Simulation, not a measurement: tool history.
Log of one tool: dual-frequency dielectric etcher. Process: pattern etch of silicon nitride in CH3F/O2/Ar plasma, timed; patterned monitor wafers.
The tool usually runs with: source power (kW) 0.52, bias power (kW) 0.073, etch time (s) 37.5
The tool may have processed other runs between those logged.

run	hour	source power (kW)	bias power (kW)	etch time (s)	read-back reference wafer on the same gauge, depth_nm	mean etch depth across the wafer (Å)
1	0	0.52	0.073	44	32.08	308.9
2	90	0.52	0.064	37.5	32.1	254.8
# hour 162.1: wet clean of the chamber
3	162.6	0.52	0.081	43	32.1	319.7
4	204.2	0.52	0.081	43	32.08	319.1
5	272	0.52	0.073	37.5	32.11	270.3
# hour 371.8: gauge calibrated
6	378.8	0.52	0.073	37.5	32.12	270
7	416	0.52	0.073	37.5	32.1	268.8
8	495.5	0.49	0.073	37.5	32.1	264.8
9	539.4	0.52	0.073	37.5	32.1	267.4
10	647.2	0.52	0.073	27.5	32.11	195.6
11	691.3	0.41	0.065	43	32.1	278.8
# hour 749: wet clean of the chamber
12	749.5	0.52	0.073	44	32.09	320.6
13	803.6	0.52	0.082	37.5	32.09	281.2
14	852.7	0.52	0.073	37.5	32.1	271.5
# hour 1023.6: bias power generator calibrated
15	1160.9	0.52	0.073	37.5	32.11	262.8
# hour 1184.9: source power generator calibrated
16	1242.6	0.42	0.067	43	32.1	279.3
# hour 1307.1: wet clean of the chamber
17	1311.7	0.52	0.061	42	32.09	287.7
# hour 1370.4: upper electrode replaced
18	1511.6	0.63	0.073	41.5	32.11	310.8
19	1583.8	0.59	0.079	40.5	32.1	302.5
20	1653.9	0.52	0.057	28	32.1	185.9
21	1723.9	0.57	0.073	34	32.11	244
22	1809.1	0.41	0.065	43	32.09	275.1
23	1850.9	0.52	0.085	34.5	32.1	252.7
24	1943.5	0.52	0.073	37.5	32.09	262.5
25	1980.9	0.63	0.079	28.5	32.11	214
# hour 2012.7: wet clean of the chamber
26	2088	0.64	0.058	26.5	32.11	188
27	2302.7	0.63	0.078	48	32.09	363.5
28	2392.4	0.44	0.078	46	32.1	318.7
29	2487.1	0.52	0.067	37.5	32.11	258.2

Forecast each of these 4 alternatives for the next run:
A	2487.5	0.52	0.073	37.5	?	?
B	2487.5	0.57	0.082	33	?	?
C	2487.5	0.6	0.09	37.5	?	?
D	2487.5	0.52	0.078	37.5	?	?

run	read-back reference wafer on the same gauge, depth_nm	mean etch depth across the wafer (Å)
A	32.11	265.1
B	32.11	246.7
C	32.11	291.9
D	32.11	270.1
With the hidden condition removed and each run's random variation left untouched, the same runs would have given:
run	mean etch depth across the wafer (Å)
A	270.4
B	251.6
C	297.6
D	275.4

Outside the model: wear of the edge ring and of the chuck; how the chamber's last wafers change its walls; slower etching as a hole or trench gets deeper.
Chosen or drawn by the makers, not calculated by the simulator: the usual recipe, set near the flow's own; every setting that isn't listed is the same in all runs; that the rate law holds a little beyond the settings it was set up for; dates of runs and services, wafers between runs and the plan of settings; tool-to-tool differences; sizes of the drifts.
